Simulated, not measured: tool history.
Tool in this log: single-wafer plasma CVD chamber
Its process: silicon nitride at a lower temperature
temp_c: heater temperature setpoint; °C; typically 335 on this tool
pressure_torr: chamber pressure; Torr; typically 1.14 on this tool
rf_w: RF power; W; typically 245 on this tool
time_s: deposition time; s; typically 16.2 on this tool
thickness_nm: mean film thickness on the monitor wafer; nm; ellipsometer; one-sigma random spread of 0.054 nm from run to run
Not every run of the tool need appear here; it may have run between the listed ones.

run   hour  temp_c  pressure_torr  rf_w  time_s  wafers since the last listed run  hours since the last thermocouple change  hours since the last RF generator calibration  hours since the last manometer calibration  hours since the showerhead was replaced  hours since the gauge calibration  read-back reference wafer on the same gauge, thickness_nm  thickness_nm
  1      0     335           1.14   245    16.2                                 0                                     582.6                                         1945.9                                        34.5                                   8107.7                              213.4                                                     13.898        12.904
  2   17.1     335           1.14   245    16.2                               440                                     599.7                                           1963                                        51.6                                   8124.8                              230.5                                                     13.906        12.785
  3   60.3     335           1.14   245    16.2                              1112                                     642.9                                         2006.2                                        94.8                                     8168                              273.7                                                     13.883        12.929
  4   89.2     335           1.14   245    16.2                               744                                     671.8                                         2035.1                                       123.7                                   8196.9                              302.6                                                     13.914        12.933
  5    115     335           1.14   245    16.2                               664                                     697.6                                         2060.9                                       149.5                                   8222.7                              328.4                                                     13.913        12.853
  6    152     335           1.14   245    16.2                               953                                     734.6                                         2097.9                                       186.5                                   8259.7                              365.4                                                      13.89        12.801
  7    167     349           1.14   245    14.9                               386                                     749.6                                         2112.9                                       201.5                                   8274.7                              380.4                                                     13.893        11.806
  8  200.3     335           1.14   265    16.2                               857                                     782.9                                         2146.2                                       234.8                                     8308                              413.7                                                     13.905        13.652
  9  216.3     328           0.97   290    16.2                               412                                     798.9                                         2162.2                                       250.8                                     8324                              429.7                                                     13.892         14.14
     228.3  -- thermocouple changed; heater temperature recalibrated
 10  238.4     335           1.07   245    16.2                               363                                      10.1                                         2184.3                                       272.9                                   8346.1                              451.8                                                     13.896        12.602
 11  269.4     335           1.14   245    16.2                               798                                      41.1                                         2215.3                                       303.9                                   8377.1                              482.8                                                     13.909        12.812
 12  298.9     335           1.14   245    16.2                               759                                      70.6                                         2244.8                                       333.4                                   8406.6                              512.3                                                     13.906        12.681
 13  318.1     335           1.14   245    13.9                               494                                      89.8                                           2264                                       352.6                                   8425.8                              531.5                                                     13.894        11.018
     345.2  -- RF generator calibrated
 14  345.7     335           1.14   245    14.3                               504                                     117.4                                            0.5                                       380.2                                   8453.4                              559.1                                                     13.897        12.107
 15  357.4     335           1.25   230    16.2                               301                                     129.1                                           12.2                                       391.9                                   8465.1                              570.8                                                     13.893        13.296
     367.3  -- showerhead replaced
 16  372.7     346           1.36   245    16.2                               188                                     144.4                                           27.5                                       407.2                                      5.4                              586.1                                                     13.886         14.18
 17  387.7     330           1.22   220    19.2                               386                                     159.4                                           42.5                                       422.2                                     20.4                              601.1                                                     13.904         15.07
 18  411.7     348           1.41   245    16.2                               618                                     183.4                                           66.5                                       446.2                                     44.4                              625.1                                                     13.903        14.297
 19  441.4     335           1.14   245    16.2                               765                                     213.1                                           96.2                                       475.9                                     74.1                              654.8                                                     13.908        13.598
 20  457.6     335           1.06   210    18.6                               417                                     229.3                                          112.4                                       492.1                                     90.3                                671                                                     13.909        13.514
 21  481.6     335           1.14   245    16.2                               618                                     253.3                                          136.4                                       516.1                                    114.3                                695                                                     13.908        13.666
 22  494.2     335           1.14   230    15.4                               324                                     265.9                                            149                                       528.7                                    126.9                              707.6                                                     13.903        12.278
 23  506.4     335           1.14   245    16.2                               314                                     278.1                                          161.2                                       540.9                                    139.1                              719.8                                                     13.892        13.703
 24    560     342           1.14   245    18.9                              1380                                     331.7                                          214.8                                       594.5                                    192.7                              773.4                                                     13.878        15.782
 25  591.1     340           1.37   245    18.6                               801                                     362.8                                          245.9                                       625.6                                    223.8                              804.5                                                     13.907        16.335
 26  613.5     335           1.14   245    16.2                               576                                     385.2                                          268.3                                         648                                    246.2                              826.9                                                     13.904        13.535
 27  685.7     335           1.14   245    13.8                              1859                                     457.4                                          340.5                                       720.2                                    318.4                              899.1                                                     13.912        11.627
 28  700.8     347           1.31   265    19.2                               388                                     472.5                                          355.6                                       735.3                                    333.5                              914.2                                                     13.878        17.574
 29  716.4     335           1.28   200    18.9                               401                                     488.1                                          371.2                                       750.9                                    349.1                              929.8                                                     13.914        13.693

Branching from run 29: 4 alternative next runs. What would each branch give?
  A  716.8     335           1.14   245    14.7                                10                                     488.5                                          371.6                                       751.3                                    349.5                              930.2                                                          ?             ?
  B  716.8     323           1.14   195    16.2                                10                                     488.5                                          371.6                                       751.3                                    349.5                              930.2                                                          ?             ?
  C  716.8     350           1.14   245    16.2                                10                                     488.5                                          371.6                                       751.3                                    349.5                              930.2                                                          ?             ?
  D  716.8     327           0.89   245    16.2                                10                                     488.5                                          371.6                                       751.3                                    349.5                              930.2                                                          ?             ?

run  read-back reference wafer on the same gauge, thickness_nm  thickness_nm
  A                                                     13.884        12.276
  B                                                     13.884        11.168
  C                                                     13.884        13.441
  D                                                     13.884         12.81
With the hidden condition removed and each run's random variation left untouched, the same runs would have given:
run  thickness_nm
  A        12.497
  B        11.389
  C        13.683
  D         13.04

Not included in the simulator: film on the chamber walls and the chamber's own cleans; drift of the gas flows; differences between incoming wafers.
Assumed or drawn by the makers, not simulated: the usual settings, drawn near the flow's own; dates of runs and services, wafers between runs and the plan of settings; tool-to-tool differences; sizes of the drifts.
